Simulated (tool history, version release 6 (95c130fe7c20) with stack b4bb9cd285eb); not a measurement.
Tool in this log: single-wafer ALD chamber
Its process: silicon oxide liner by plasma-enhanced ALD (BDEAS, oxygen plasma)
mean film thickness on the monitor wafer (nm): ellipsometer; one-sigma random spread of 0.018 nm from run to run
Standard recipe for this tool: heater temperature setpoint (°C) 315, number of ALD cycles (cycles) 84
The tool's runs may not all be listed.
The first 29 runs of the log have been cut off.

run	day	heater temperature setpoint (°C)	number of ALD cycles (cycles)	read-back reference wafer on the same gauge, thickness_nm	mean film thickness on the monitor wafer (nm)
30	97.358	321	71	6.143	5.889
31	101.679	320	84	6.142	6.967
32	105.775	325	71	6.154	5.843
33	107.346	319	90	6.150	7.454
34	109.454	327	80	6.145	6.551
35	121.025	308	78	6.153	6.591
36	124.250	302	95	6.164	8.037
37	128.504	309	76	6.158	6.390
38	131.829	322	100	6.163	8.279
39	135.354	305	101	6.162	8.561
40	139.571	301	98	6.166	8.355
41	143.258	315	84	6.167	7.037
42	145.258	308	99	6.164	8.394
43	148.638	315	84	6.166	7.029
44	150.625	322	93	6.168	7.720
45	154.654	325	84	6.168	6.985
46	158.754	315	84	6.171	7.014

5 ways to go on from here, each from the tool as it stands after run 46. What would each give?
A	158.775	315	84	?	?
B	158.775	306	84	?	?
C	158.775	305	88	?	?
D	158.775	328	75	?	?
E	158.775	301	93	?	?

run	read-back reference wafer on the same gauge, thickness_nm	mean film thickness on the monitor wafer (nm)
A	6.173	7.083
B	6.173	7.164
C	6.173	7.514
D	6.173	6.221
E	6.173	7.980
Take away the tool's hidden state, keep each run's random variation, and the runs would have read:
run	mean film thickness on the monitor wafer (nm)
A	7.057
B	7.136
C	7.485
D	6.198
E	7.950

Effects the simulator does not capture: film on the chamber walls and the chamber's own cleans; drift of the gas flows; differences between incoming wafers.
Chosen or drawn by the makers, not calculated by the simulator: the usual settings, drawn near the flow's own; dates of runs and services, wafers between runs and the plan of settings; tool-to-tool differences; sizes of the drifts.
